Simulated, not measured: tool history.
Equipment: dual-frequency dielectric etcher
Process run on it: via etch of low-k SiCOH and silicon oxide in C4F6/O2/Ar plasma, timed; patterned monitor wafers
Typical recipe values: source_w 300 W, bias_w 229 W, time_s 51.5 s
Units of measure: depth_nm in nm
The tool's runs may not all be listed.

run     day  source_w  bias_w  time_s  read-back reference wafer on the same gauge, depth_nm  depth_nm
  1       0       300     229    54.5                                                     98     131.5
  2   0.525       330     229    51.5                                                   98.2     129.8
  3   1.329       330     229    51.5                                                     98     130.1
  4   2.375       330     229    51.5                                                     98     129.1
  5   3.483       300     229    51.5                                                     98     124.3
  6   4.375       300     229    51.5                                                   98.2     126.5
  7   5.271       340     272    51.5                                                     98     138.8
  8   6.017       340     272    51.5                                                   98.1     139.5
  9   6.696       340     272    51.5                                                   97.9     139.5
 10   7.788       300     229    51.5                                                     98     126.8
 11   9.167       300     229    51.5                                                   98.1     126.3
 12   9.779       330     191    51.5                                                     98     125.5
 13  10.308       370     208      41                                                   98.1     108.9
     10.762  -- bias power generator calibrated
     11.567  -- wet clean of the chamber
 14  11.588       300     229    51.5                                                   98.3     120.6
 15  11.983       300     229    51.5                                                   98.1     122.2
 16  13.217       350     229    51.5                                                   98.1     131.2
     13.258  -- gauge calibrated
       14.1  -- source power generator calibrated
     15.229  -- upper electrode replaced
 17   15.25       340     272    51.5                                                   97.9     136.2
 18  15.892       300     185    51.5                                                     98     114.5
 19  16.675       380     229    51.5                                                   97.7     135.7
 20  17.725       370     229    51.5                                                     98     133.9
 21  18.471       360     229    61.5                                                   98.1       158
 22  19.667       300     229    51.5                                                   98.2     124.6
 23  20.938       300     229    44.5                                                   97.9     107.3

Predict each of these 4 candidate next runs independently; none follows another, all start after run 23:
  A  20.954       340     229    51.5                                                      ?         ?
  B  20.954       300     197    43.5                                                      ?         ?
  C  20.954       360     229    51.5                                                      ?         ?
  D  20.954       300     208      46                                                      ?         ?

run  read-back reference wafer on the same gauge, depth_nm  depth_nm
  A                                                   97.9     130.8
  B                                                   97.9     100.9
  C                                                   97.9     133.8
  D                                                   97.9     108.3
Stripped of hidden state, with their random variation kept, the same runs would have yielded:
run  depth_nm
  A     127.8
  B      98.5
  C     130.7
  D     105.8

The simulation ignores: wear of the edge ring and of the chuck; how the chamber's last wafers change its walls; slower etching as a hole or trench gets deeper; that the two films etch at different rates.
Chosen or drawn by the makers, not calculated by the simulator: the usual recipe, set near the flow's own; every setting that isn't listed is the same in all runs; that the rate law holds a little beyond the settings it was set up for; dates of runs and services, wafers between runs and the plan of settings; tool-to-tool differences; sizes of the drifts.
